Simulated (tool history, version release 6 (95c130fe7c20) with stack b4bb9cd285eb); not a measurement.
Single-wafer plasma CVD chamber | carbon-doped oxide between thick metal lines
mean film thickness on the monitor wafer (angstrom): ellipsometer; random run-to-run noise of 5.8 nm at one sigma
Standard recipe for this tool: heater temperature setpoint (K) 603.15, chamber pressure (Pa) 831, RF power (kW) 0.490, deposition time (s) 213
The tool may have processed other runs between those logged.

run    hour  heater temperature setpoint (K)  chamber pressure (Pa)  RF power (kW)  deposition time (s)  wafers since the last listed run  hours since the last thermocouple change  hours since the last RF generator calibration  hours since the last manometer calibration  hours since the showerhead was replaced  hours since the gauge calibration  read-back reference wafer on the same gauge, thickness_nm  mean film thickness on the monitor wafer (angstrom)
  1     0.0                           603.15                    831          0.545                  213                                 0                                    2048.3                                          746.4                                      1976.0                                   4397.8                              146.9                                                   1202.694                                             11486.74
  2    32.1                           603.15                    831          0.545                  213                               173                                    2080.4                                          778.5                                      2008.1                                   4429.9                              179.0                                                   1200.715                                             11379.63
  3    72.5                           603.15                    831          0.545                  213                               218                                    2120.8                                          818.9                                      2048.5                                   4470.3                              219.4                                                   1200.237                                             11370.33
  4   144.3                           603.15                    831          0.490                  213                               388                                    2192.6                                          890.7                                      2120.3                                   4542.1                              291.2                                                   1200.213                                             10542.03
  5   210.2                           603.15                    831          0.490                  213                               356                                    2258.5                                          956.6                                      2186.2                                   4608.0                              357.1                                                   1200.055                                             10522.71
      253.8  -- RF generator calibrated
  6   255.9                           603.15                    831          0.490                  182                               203                                    2304.2                                            2.1                                      2231.9                                   4653.7                              402.8                                                   1198.677                                              9384.01
  7   327.1                           603.15                    831          0.490                  213                               384                                    2375.4                                           73.3                                      2303.1                                   4724.9                              474.0                                                   1199.187                                             10974.23
  8   366.8                           603.15                    831          0.490                  213                               214                                    2415.1                                          113.0                                      2342.8                                   4764.6                              513.7                                                   1201.114                                             10890.81
      410.2  -- thermocouple changed; heater temperature recalibrated
  9   416.1                           598.15                    913          0.490                  213                               223                                       5.9                                          162.3                                      2392.1                                   4813.9                              563.0                                                   1199.707                                             11057.80
 10   445.0                           603.15                    831          0.490                  213                               156                                      34.8                                          191.2                                      2421.0                                   4842.8                              591.9                                                   1198.685                                             10817.72
 11   481.2                           603.15                    831          0.570                  213                               195                                      71.0                                          227.4                                      2457.2                                   4879.0                              628.1                                                   1199.909                                             11850.21
 12   541.6                           603.15                    831          0.560                  213                               326                                     131.4                                          287.8                                      2517.6                                   4939.4                              688.5                                                   1200.613                                             11778.21
 13   590.3                           614.15                    748          0.490                  213                               263                                     180.1                                          336.5                                      2566.3                                   4988.1                              737.2                                                   1198.870                                             10072.93
      644.8  -- capacitance manometer re-zeroed and calibrated
 14   657.8                           603.15                    831          0.570                  213                               321                                     247.6                                          404.0                                        13.0                                   5055.6                              804.7                                                   1198.039                                             11841.15
 15   694.7                           592.15                    831          0.555                  183                               199                                     284.5                                          440.9                                        49.9                                   5092.5                              841.6                                                   1201.415                                             10538.97
      700.1  -- gauge calibrated
 16   747.9                           603.15                    831          0.490                  213                               287                                     337.7                                          494.1                                       103.1                                   5145.7                               47.8                                                   1198.954                                             10663.23
 17   775.9                           593.15                    897          0.395                  213                               151                                     365.7                                          522.1                                       131.1                                   5173.7                               75.8                                                   1199.178                                              9193.04
 18   842.0                           603.15                    831          0.490                  213                               357                                     431.8                                          588.2                                       197.2                                   5239.8                              141.9                                                   1201.497                                             10610.48
      900.9  -- showerhead replaced
 19   911.6                           593.15                    897          0.395                  213                               332                                     501.4                                          657.8                                       266.8                                     10.7                              211.5                                                   1200.302                                              9163.00
 20   957.3                           617.15                    831          0.490                  213                               247                                     547.1                                          703.5                                       312.5                                     56.4                              257.2                                                   1200.188                                             10033.96
 21   990.9                           603.15                    831          0.420                  213                               181                                     580.7                                          737.1                                       346.1                                     90.0                              290.8                                                   1199.926                                              9250.55
 22  1052.6                           614.15                    831          0.405                  213                               333                                     642.4                                          798.8                                       407.8                                    151.7                              352.5                                                   1199.968                                              8572.14
 23  1087.4                           603.15                    831          0.415                  235                               188                                     677.2                                          833.6                                       442.6                                    186.5                              387.3                                                   1199.131                                             10027.83
 24  1136.7                           603.15                    831          0.490                  213                               266                                     726.5                                          882.9                                       491.9                                    235.8                              436.6                                                   1199.750                                             10618.14
 25  1167.7                           603.15                    831          0.490                  213                               167                                     757.5                                          913.9                                       522.9                                    266.8                              467.6                                                   1198.769                                             10533.53
 26  1192.8                           603.15                    831          0.490                  183                               135                                     782.6                                          939.0                                       548.0                                    291.9                              492.7                                                   1199.911                                              9075.98
 27  1224.8                           591.15                    831          0.540                  213                               172                                     814.6                                          971.0                                       580.0                                    323.9                              524.7                                                   1198.925                                             11817.25
 28  1266.7                           603.15                    831          0.400                  213                               226                                     856.5                                         1012.9                                       621.9                                    365.8                              566.6                                                   1199.260                                              8800.06

For some of the steps in mean film thickness on the monitor wafer (angstrom) from one run to the next: how much would appear even if the tool had no hidden state, given the settings, what came in and random variation, and how much remains for the hidden state plus any gauge scatter that the measured result and the result without hidden state don't share?
The tool's hidden condition here consists of: wafer temperature above the value expected at the setpoint (K); delivered RF power above the setpoint (%); true pressure above the setpoint (%); gauge reads high (%).
Run 5 -> 6: deposition time (s) 213 -> 182, RF generator calibrated. mean film thickness on the monitor wafer (angstrom) -1138.70: hidden state +425.01, all else -1563.71.
Run 26 -> 27: heater temperature setpoint (K) 603.15 -> 591.15, RF power (kW) 0.490 -> 0.540, deposition time (s) 183 -> 213. mean film thickness on the monitor wafer (angstrom) +2741.27: hidden state -107.37, all else +2848.64.
Run 27 -> 28: heater temperature setpoint (K) 591.15 -> 603.15, RF power (kW) 0.540 -> 0.400. mean film thickness on the monitor wafer (angstrom) -3017.19: hidden state +32.28, all else -3049.47.
